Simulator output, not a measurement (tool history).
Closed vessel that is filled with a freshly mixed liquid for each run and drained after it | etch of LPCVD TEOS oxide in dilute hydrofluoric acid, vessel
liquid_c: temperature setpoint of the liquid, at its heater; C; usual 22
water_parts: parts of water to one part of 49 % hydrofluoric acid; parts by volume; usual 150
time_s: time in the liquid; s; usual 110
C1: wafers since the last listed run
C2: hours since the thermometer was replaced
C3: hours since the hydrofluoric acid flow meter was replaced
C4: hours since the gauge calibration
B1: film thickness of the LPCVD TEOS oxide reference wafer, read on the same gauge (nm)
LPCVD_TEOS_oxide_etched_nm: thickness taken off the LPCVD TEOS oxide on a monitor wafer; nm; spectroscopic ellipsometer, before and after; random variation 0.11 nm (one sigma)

{"run": 1, "hour": 0.0, "liquid_c": 22, "water_parts": 150, "time_s": 95, "C1": 0, "C2": 2190.6, "C3": 1959.1, "C4": 208.3, "B1": 69.99, "LPCVD_TEOS_oxide_etched_nm": 11.06}
{"run": 2, "hour": 35.5, "liquid_c": 22, "water_parts": 170, "time_s": 110, "C1": 3950, "C2": 2226.1, "C3": 1994.6, "C4": 243.8, "B1": 70, "LPCVD_TEOS_oxide_etched_nm": 11.28}
{"run": 3, "hour": 49.6, "liquid_c": 22, "water_parts": 170, "time_s": 110, "C1": 1569, "C2": 2240.2, "C3": 2008.7, "C4": 257.9, "B1": 69.98, "LPCVD_TEOS_oxide_etched_nm": 11.3}
{"run": 4, "hour": 70.1, "liquid_c": 22, "water_parts": 150, "time_s": 110, "C1": 2281, "C2": 2260.7, "C3": 2029.2, "C4": 278.4, "B1": 69.99, "LPCVD_TEOS_oxide_etched_nm": 12.93}
{"run": 5, "hour": 96.6, "liquid_c": 22, "water_parts": 150, "time_s": 110, "C1": 2948, "C2": 2287.2, "C3": 2055.7, "C4": 304.9, "B1": 70, "LPCVD_TEOS_oxide_etched_nm": 13.04}
{"run": 6, "hour": 111.3, "liquid_c": 22, "water_parts": 150, "time_s": 110, "C1": 1635, "C2": 2301.9, "C3": 2070.4, "C4": 319.6, "B1": 69.99, "LPCVD_TEOS_oxide_etched_nm": 13.09}
{"run": 7, "hour": 131.1, "liquid_c": 22, "water_parts": 150, "time_s": 110, "C1": 2203, "C2": 2321.7, "C3": 2090.2, "C4": 339.4, "B1": 70, "LPCVD_TEOS_oxide_etched_nm": 12.98}
{"run": 8, "hour": 149.9, "liquid_c": 22, "water_parts": 150, "time_s": 110, "C1": 2092, "C2": 2340.5, "C3": 2109, "C4": 358.2, "B1": 70.01, "LPCVD_TEOS_oxide_etched_nm": 13.01}
{"run": 9, "hour": 170.0, "liquid_c": 22, "water_parts": 150, "time_s": 110, "C1": 2236, "C2": 2360.6, "C3": 2129.1, "C4": 378.3, "B1": 69.99, "LPCVD_TEOS_oxide_etched_nm": 12.98}
{"run": 10, "hour": 183.0, "liquid_c": 25.5, "water_parts": 150, "time_s": 110, "C1": 1446, "C2": 2373.6, "C3": 2142.1, "C4": 391.3, "B1": 70.01, "LPCVD_TEOS_oxide_etched_nm": 15.2}
{"run": 11, "hour": 214.5, "liquid_c": 22, "water_parts": 150, "time_s": 110, "C1": 3505, "C2": 2405.1, "C3": 2173.6, "C4": 422.8, "B1": 70.01, "LPCVD_TEOS_oxide_etched_nm": 13.03}
{"run": 12, "hour": 245.1, "liquid_c": 22, "water_parts": 150, "time_s": 110, "C1": 3405, "C2": 2435.7, "C3": 2204.2, "C4": 453.4, "B1": 69.98, "LPCVD_TEOS_oxide_etched_nm": 13}
{"run": 13, "hour": 264.5, "liquid_c": 22, "water_parts": 150, "time_s": 110, "C1": 2158, "C2": 2455.1, "C3": 2223.6, "C4": 472.8, "B1": 69.99, "LPCVD_TEOS_oxide_etched_nm": 13.07}
{"run": 14, "hour": 297.3, "liquid_c": 22, "water_parts": 150, "time_s": 110, "C1": 3650, "C2": 2487.9, "C3": 2256.4, "C4": 505.6, "B1": 70, "LPCVD_TEOS_oxide_etched_nm": 13.21}
{"run": 15, "hour": 314.0, "liquid_c": 22, "water_parts": 150, "time_s": 110, "C1": 1858, "C2": 2504.6, "C3": 2273.1, "C4": 522.3, "B1": 69.99, "LPCVD_TEOS_oxide_etched_nm": 13}
{"hour": 317.8, "done": "hydrofluoric acid flow meter replaced"}
{"run": 16, "hour": 345.0, "liquid_c": 22, "water_parts": 150, "time_s": 110, "C1": 3338, "C2": 2535.6, "C3": 27.2, "C4": 553.3, "B1": 70.02, "LPCVD_TEOS_oxide_etched_nm": 13.4}
{"run": 17, "hour": 358.6, "liquid_c": 19, "water_parts": 150, "time_s": 110, "C1": 1513, "C2": 2549.2, "C3": 40.8, "C4": 566.9, "B1": 70.02, "LPCVD_TEOS_oxide_etched_nm": 11.78}
{"run": 18, "hour": 378.1, "liquid_c": 22, "water_parts": 205, "time_s": 110, "C1": 2169, "C2": 2568.7, "C3": 60.3, "C4": 586.4, "B1": 70, "LPCVD_TEOS_oxide_etched_nm": 9.15}
{"run": 19, "hour": 403.2, "liquid_c": 18.5, "water_parts": 220, "time_s": 110, "C1": 2793, "C2": 2593.8, "C3": 85.4, "C4": 611.5, "B1": 69.98, "LPCVD_TEOS_oxide_etched_nm": 7.29}
{"hour": 410.0, "done": "thermometer replaced"}
{"run": 20, "hour": 420.2, "liquid_c": 22, "water_parts": 150, "time_s": 135, "C1": 1780, "C2": 10.2, "C3": 102.4, "C4": 628.5, "B1": 70, "LPCVD_TEOS_oxide_etched_nm": 14.91}
{"run": 21, "hour": 451.7, "liquid_c": 24.5, "water_parts": 85, "time_s": 110, "C1": 3505, "C2": 41.7, "C3": 133.9, "C4": 660, "B1": 69.98, "LPCVD_TEOS_oxide_etched_nm": 24.93}
{"run": 22, "hour": 472.8, "liquid_c": 19.5, "water_parts": 105, "time_s": 130, "C1": 2348, "C2": 62.8, "C3": 155, "C4": 681.1, "B1": 70, "LPCVD_TEOS_oxide_etched_nm": 19.22}
{"run": 23, "hour": 503.8, "liquid_c": 20.5, "water_parts": 120, "time_s": 110, "C1": 3449, "C2": 93.8, "C3": 186, "C4": 712.1, "B1": 69.99, "LPCVD_TEOS_oxide_etched_nm": 14.8}
{"run": 24, "hour": 533.0, "liquid_c": 20, "water_parts": 175, "time_s": 130, "C1": 3249, "C2": 123, "C3": 215.2, "C4": 741.3, "B1": 70, "LPCVD_TEOS_oxide_etched_nm": 11.03}
{"hour": 563.0, "done": "gauge calibrated"}
{"run": 25, "hour": 567.8, "liquid_c": 19, "water_parts": 175, "time_s": 145, "C1": 3872, "C2": 157.8, "C3": 250, "C4": 4.8, "B1": 69.99, "LPCVD_TEOS_oxide_etched_nm": 11.72}
{"run": 26, "hour": 585.6, "liquid_c": 22, "water_parts": 150, "time_s": 65, "C1": 1980, "C2": 175.6, "C3": 267.8, "C4": 22.6, "B1": 70, "LPCVD_TEOS_oxide_etched_nm": 7.17}
{"run": 27, "hour": 601.5, "liquid_c": 24, "water_parts": 210, "time_s": 70, "C1": 1769, "C2": 191.5, "C3": 283.7, "C4": 38.5, "B1": 70, "LPCVD_TEOS_oxide_etched_nm": 5.59}
{"run": 28, "hour": 618.8, "liquid_c": 22, "water_parts": 150, "time_s": 70, "C1": 1925, "C2": 208.8, "C3": 301, "C4": 55.8, "B1": 70.02, "LPCVD_TEOS_oxide_etched_nm": 7.73}
{"run": 29, "hour": 641.5, "liquid_c": 20.5, "water_parts": 180, "time_s": 85, "C1": 2526, "C2": 231.5, "C3": 323.7, "C4": 78.5, "B1": 69.99, "LPCVD_TEOS_oxide_etched_nm": 7.13}
{"run": 30, "hour": 667.7, "liquid_c": 20.5, "water_parts": 150, "time_s": 110, "C1": 2915, "C2": 257.7, "C3": 349.9, "C4": 104.7, "B1": 69.99, "LPCVD_TEOS_oxide_etched_nm": 11.32}
{"run": 31, "hour": 700.8, "liquid_c": 22, "water_parts": 150, "time_s": 110, "C1": 3683, "C2": 290.8, "C3": 383, "C4": 137.8, "B1": 70.02, "LPCVD_TEOS_oxide_etched_nm": 12.2}
{"run": 32, "hour": 734.8, "liquid_c": 22, "water_parts": 80, "time_s": 110, "C1": 3783, "C2": 324.8, "C3": 417, "C4": 171.8, "B1": 70.01, "LPCVD_TEOS_oxide_etched_nm": 24.84}

How the hidden state differs across the entries between the runs, from the last listed run before each to the first after it:
Between runs 15 and 16: hydrofluoric acid flow meter replaced (hour 317.8)
  liquid hotter than its thermometer reads (K): 2.33 -> 2.36
  measured less the result without the state, LPCVD_TEOS_oxide_etched_nm: +1.12 -> +1.16 nm
Between runs 19 and 20: thermometer replaced (hour 410)
  liquid hotter than its thermometer reads (K): 2.41 -> 0.125
  measured less the result without the state, LPCVD_TEOS_oxide_etched_nm: +0.65 -> +0.07 nm
Between runs 24 and 25: gauge calibrated (hour 563)
  liquid hotter than its thermometer reads (K): 0.227 -> 0.258
  measured less the result without the state, LPCVD_TEOS_oxide_etched_nm: +0.1 -> +0.12 nm

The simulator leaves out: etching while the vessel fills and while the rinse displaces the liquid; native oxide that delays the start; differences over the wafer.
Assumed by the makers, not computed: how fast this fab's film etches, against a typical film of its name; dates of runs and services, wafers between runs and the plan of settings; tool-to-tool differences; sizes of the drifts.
